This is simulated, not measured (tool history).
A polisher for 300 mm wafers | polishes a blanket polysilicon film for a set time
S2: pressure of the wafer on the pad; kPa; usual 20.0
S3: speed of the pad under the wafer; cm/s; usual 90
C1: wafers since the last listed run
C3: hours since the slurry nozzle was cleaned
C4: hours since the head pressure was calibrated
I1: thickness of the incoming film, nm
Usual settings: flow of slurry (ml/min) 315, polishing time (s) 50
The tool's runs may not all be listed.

Run 1, hour 0.0: usual settings but S3 76 cm/s; C1 0; wafers polished on this pad 5633; C3 233.2; C4 786.8; I1 1091.2. Result: film removed (angstrom) 4064.
Run 2, hour 78.1: usual settings but S3 76 cm/s; C1 1058; wafers polished on this pad 6692; C3 311.3; C4 864.9; I1 1098.5. Result: film removed (angstrom) 4173.
Run 3, hour 137.4: usual settings; C1 803; wafers polished on this pad 7495; C3 370.6; C4 924.2; I1 1097.2. Result: film removed (angstrom) 4704.
Run 4, hour 212.2: usual settings but polishing time (s) 40; C1 1013; wafers polished on this pad 8509; C3 445.4; C4 999.0; I1 1097.6. Result: film removed (angstrom) 3786.
Run 5, hour 278.7: usual settings but polishing time (s) 40; C1 901; wafers polished on this pad 9410; C3 511.9; C4 1065.5; I1 1094.7. Result: film removed (angstrom) 3815.
At hour 291.3: worn pad replaced by a new one.
Run 6, hour 334.7: usual settings but polishing time (s) 40; C1 704; wafers polished on this pad 588; C3 567.9; C4 1121.5; I1 1094.3. Result: film removed (angstrom) 3772.
Run 7, hour 394.1: usual settings; C1 805; wafers polished on this pad 1393; C3 627.3; C4 1180.9; I1 1076.7. Result: film removed (angstrom) 4845.
Run 8, hour 445.4: usual settings; C1 695; wafers polished on this pad 2088; C3 678.6; C4 1232.2; I1 1100.0. Result: film removed (angstrom) 4783.
At hour 500.1: slurry nozzle cleaned.
Run 9, hour 511.1: usual settings but flow of slurry (ml/min) 375; C1 876; wafers polished on this pad 2965; C3 11.0; C4 1297.9; I1 1090.6. Result: film removed (angstrom) 4823.
Run 10, hour 558.2: usual settings but flow of slurry (ml/min) 375; C1 638; wafers polished on this pad 3603; C3 58.1; C4 1345.0; I1 1078.9. Result: film removed (angstrom) 4977.
At hour 622.2: head pressure recalibrated.
Run 11, hour 649.3: usual settings but flow of slurry (ml/min) 375; C1 1207; wafers polished on this pad 4811; C3 149.2; C4 27.1; I1 1094.2. Result: film removed (angstrom) 4354.
Run 12, hour 741.1: usual settings; C1 1244; wafers polished on this pad 6055; C3 241.0; C4 118.9; I1 1091.0. Result: film removed (angstrom) 4313.
Run 13, hour 811.4: usual settings; C1 952; wafers polished on this pad 7008; C3 311.3; C4 189.2; I1 1088.4. Result: film removed (angstrom) 4456.
Run 14, hour 854.3: usual settings but S3 74 cm/s; C1 581; wafers polished on this pad 7589; C3 354.2; C4 232.1; I1 1093.5. Result: film removed (angstrom) 3924.
Run 15, hour 930.3: usual settings but S3 74 cm/s; C1 1029; wafers polished on this pad 8619; C3 430.2; C4 308.1; I1 1082.4. Result: film removed (angstrom) 3813.
At hour 978.5: worn pad replaced by a new one.
Run 16, hour 983.2: usual settings but S3 110 cm/s; C1 662; wafers polished on this pad 64; C3 483.1; C4 361.0; I1 1108.9. Result: film removed (angstrom) 5197.
Run 17, hour 1059.3: usual settings but flow of slurry (ml/min) 355, S3 70 cm/s; C1 1031; wafers polished on this pad 1095; C3 559.2; C4 437.1; I1 1077.6. Result: film removed (angstrom) 3826.
Run 18, hour 1165.2: usual settings; C1 1435; wafers polished on this pad 2530; C3 665.1; C4 543.0; I1 1078.1. Result: film removed (angstrom) 4448.
Run 19, hour 1260.5: usual settings but flow of slurry (ml/min) 395; C1 1291; wafers polished on this pad 3822; C3 760.4; C4 638.3; I1 1067.4. Result: film removed (angstrom) 4578.
At hour 1278.3: slurry nozzle cleaned.
Run 20, hour 1318.3: usual settings but S2 22.8 kPa, S3 106 cm/s, polishing time (s) 57; C1 769; wafers polished on this pad 4591; C3 40.0; C4 696.1; I1 1072.8. Result: film removed (angstrom) 6666.
Run 21, hour 1407.4: usual settings but flow of slurry (ml/min) 390, S2 24.8 kPa, S3 72 cm/s, polishing time (s) 37; C1 1207; wafers polished on this pad 5799; C3 129.1; C4 785.2; I1 1104.6. Result: film removed (angstrom) 3736.
Run 22, hour 1509.2: usual settings but flow of slurry (ml/min) 245, S2 23.4 kPa, S3 108 cm/s, polishing time (s) 60; C1 1379; wafers polished on this pad 7179; C3 230.9; C4 887.0; I1 1102.6. Result: film removed (angstrom) 7365.
At hour 1663.7: worn pad replaced by a new one.
Run 23, hour 1706.9: usual settings but S2 23.4 kPa, polishing time (s) 59; C1 2625; wafers polished on this pad 584; C3 428.6; C4 1084.7; I1 1100.2. Result: film removed (angstrom) 6535.
Run 24, hour 1747.4: usual settings; C1 548; wafers polished on this pad 1133; C3 469.1; C4 1125.2; I1 1084.7. Result: film removed (angstrom) 4749.
Run 25, hour 1845.1: usual settings but S3 66 cm/s; C1 1324; wafers polished on this pad 2457; C3 566.8; C4 1222.9; I1 1081.6. Result: film removed (angstrom) 3965.
At hour 1862.0: slurry nozzle cleaned.
Run 26, hour 1895.3: usual settings; C1 666; wafers polished on this pad 3124; C3 33.3; C4 1273.1; I1 1096.1. Result: film removed (angstrom) 4876.
Run 27, hour 1944.5: usual settings but flow of slurry (ml/min) 410, S2 15.2 kPa, S3 102 cm/s, polishing time (s) 55; C1 666; wafers polished on this pad 3791; C3 82.5; C4 1322.3; I1 1074.1. Result: film removed (angstrom) 4326.
Run 28, hour 1985.7: usual settings but polishing time (s) 43; C1 558; wafers polished on this pad 4349; C3 123.7; C4 1363.5; I1 1085.9. Result: film removed (angstrom) 4138.
Run 29, hour 2076.2: usual settings but flow of slurry (ml/min) 245, S2 15.2 kPa; C1 1226; wafers polished on this pad 5576; C3 214.2; C4 1454.0; I1 1109.4. Result: film removed (angstrom) 3734.
At hour 2151.4: head pressure recalibrated.
Run 30, hour 2156.1: usual settings; C1 1055; wafers polished on this pad 6631; C3 294.1; C4 4.7; I1 1071.0. Result: film removed (angstrom) 4357.
Run 31, hour 2204.1: usual settings but flow of slurry (ml/min) 380, S2 22.1 kPa, polishing time (s) 42; C1 650; wafers polished on this pad 7282; C3 342.1; C4 52.7; I1 1089.9. Result: film removed (angstrom) 4168.
Run 32, hour 2250.1: usual settings but S3 114 cm/s; C1 623; wafers polished on this pad 7905; C3 388.1; C4 98.7; I1 1080.8. Result: film removed (angstrom) 5227.
Run 33, hour 2287.4: usual settings but polishing time (s) 67; C1 505; wafers polished on this pad 8411; C3 425.4; C4 136.0; I1 1088.0. Result: film removed (angstrom) 5968.
At hour 2335.2: worn pad replaced by a new one.
Run 34, hour 2576.2: usual settings but S2 26.2 kPa, polishing time (s) 59; C1 3859; wafers polished on this pad 3266; C3 714.2; C4 424.8; I1 1093.7. Result: film removed (angstrom) 7092.
At hour 2594.4: slurry nozzle cleaned.
Run 35, hour 2674.3: usual settings but S3 114 cm/s, polishing time (s) 39; C1 1315; wafers polished on this pad 4582; C3 79.9; C4 522.9; I1 1085.2. Result: film removed (angstrom) 4352.
Run 36, hour 2726.7: usual settings but S3 76 cm/s; C1 710; wafers polished on this pad 5292; C3 132.3; C4 575.3; I1 1086.5. Result: film removed (angstrom) 4088.
Run 37, hour 2803.7: usual settings but flow of slurry (ml/min) 410, S2 13.8 kPa; C1 1043; wafers polished on this pad 6336; C3 209.3; C4 652.3; I1 1084.8. Result: film removed (angstrom) 3254.
Run 38, hour 2843.8: usual settings; C1 543; wafers polished on this pad 6879; C3 249.4; C4 692.4; I1 1109.1. Result: film removed (angstrom) 4577.

The same runs without the tool's hidden state, with the same run-to-run variation:
The hidden state here: removal rate lost through wear of the pad, %; slurry flow missing at the pad, %; deviation of the head's pressure from its setpoint, %.
run  film removed (angstrom)
  1                     3740
  2                     3816
  3                     4281
  4                     3424
  5                     3433
  6                     3379
  7                     4319
  8                     4247
  9                     4260
 10                     4380
 11                     4311
 12                     4236
 13                     4350
 14                     3817
 15                     3684
 16                     5000
 17                     3657
 18                     4214
 19                     4303
 20                     6235
 21                     3469
 22                     6782
 23                     5923
 24                     4290
 25                     3554
 26                     4353
 27                     3847
 28                     3668
 29                     3286
 30                     4257
 31                     4056
 32                     5066
 33                     5766
 34                     6687
 35                     4071
 36                     3807
 37                     3011
 38                     4222
